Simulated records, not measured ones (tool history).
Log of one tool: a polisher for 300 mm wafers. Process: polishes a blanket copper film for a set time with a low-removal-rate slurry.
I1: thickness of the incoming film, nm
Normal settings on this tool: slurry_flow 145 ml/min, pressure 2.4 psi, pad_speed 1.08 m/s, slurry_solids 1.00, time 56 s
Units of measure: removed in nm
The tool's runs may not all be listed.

Run 1, hour 0.0: usual settings but slurry_flow 120 ml/min; I1 1434.9. Result: removed 139.8 nm.
At hour 11.9: worn pad replaced by a new one.
Run 2, hour 17.2: usual settings but slurry_flow 120 ml/min; I1 1416.1. Result: removed 147.1 nm.
Run 3, hour 28.2: usual settings but slurry_flow 120 ml/min; I1 1396.2. Result: removed 149.3 nm.
Run 4, hour 38.2: usual settings but pad_speed 1.26 m/s, time 49 s; I1 1393.8. Result: removed 151.1 nm.
Run 5, hour 44.7: usual settings; I1 1384.8. Result: removed 146.5 nm.
Run 6, hour 55.6: usual settings; I1 1384.0. Result: removed 145.4 nm.
At hour 66.7: worn pad replaced by a new one.
Run 7, hour 71.7: usual settings; I1 1429.6. Result: removed 151.4 nm.
Run 8, hour 83.2: usual settings; I1 1401.0. Result: removed 147.9 nm.
Run 9, hour 90.2: usual settings; I1 1400.4. Result: removed 146.6 nm.
Run 10, hour 100.4: usual settings; I1 1439.7. Result: removed 143.5 nm.
At hour 116.2: worn pad replaced by a new one.
Run 11, hour 117.1: usual settings; I1 1407.1. Result: removed 150.5 nm.
At hour 122.0: slurry nozzle cleaned.
Run 12, hour 134.3: usual settings but pad_speed 1.44 m/s, time 73 s; I1 1415.8. Result: removed 256.7 nm.
Run 13, hour 140.4: usual settings but slurry_flow 180 ml/min; I1 1387.0. Result: removed 152.1 nm.
Run 14, hour 152.5: usual settings; I1 1434.0. Result: removed 136.8 nm.
At hour 161.3: worn pad replaced by a new one.
Run 15, hour 161.8: usual settings but time 66 s; I1 1408.7. Result: removed 174.3 nm.
Run 16, hour 166.6: usual settings but slurry_flow 185 ml/min, time 50 s; I1 1415.2. Result: removed 137.9 nm.
Run 17, hour 184.0: usual settings but slurry_flow 165 ml/min, slurry_solids 0.85; I1 1395.0. Result: removed 142.6 nm.
Run 18, hour 192.4: usual settings but pad_speed 0.96 m/s; I1 1422.3. Result: removed 125.1 nm.
At hour 200.6: slurry blender recalibrated.
At hour 206.3: worn pad replaced by a new one.
At hour 208.3: head pressure recalibrated.
Run 19, hour 208.8: usual settings but slurry_flow 110 ml/min; I1 1405.8. Result: removed 151.4 nm.
Run 20, hour 244.5: usual settings but pad_speed 0.94 m/s, slurry_solids 1.20; I1 1424.6. Result: removed 133.5 nm.
Run 21, hour 250.6: usual settings but pressure 2.2 psi, slurry_solids 0.75; I1 1432.5. Result: removed 137.8 nm.
At hour 257.1: worn pad replaced by a new one.
Run 22, hour 262.6: usual settings; I1 1407.4. Result: removed 156.1 nm.

Forecast each of these 5 alternatives for the next run:
Run A, hour 263.0: usual settings; I1 1397.9. Result: removed ?.
Run B, hour 263.0: usual settings but pressure 3.0 psi, time 44 s; I1 1397.9. Result: removed ?.
Run C, hour 263.0: usual settings but pad_speed 1.42 m/s; I1 1397.9. Result: removed ?.
Run D, hour 263.0: usual settings but slurry_flow 195 ml/min, pad_speed 1.20 m/s; I1 1397.9. Result: removed ?.
Run E, hour 263.0: usual settings but pressure 2.7 psi, time 48 s; I1 1397.9. Result: removed ?.

run  removed
  A    158.7
  B    151.2
  C    208.7
  D    184.0
  E    150.5
Without the tool's hidden state the same runs would have given:
run  removed
  A    163.2
  B    155.5
  C    214.6
  D    189.2
  E    154.8
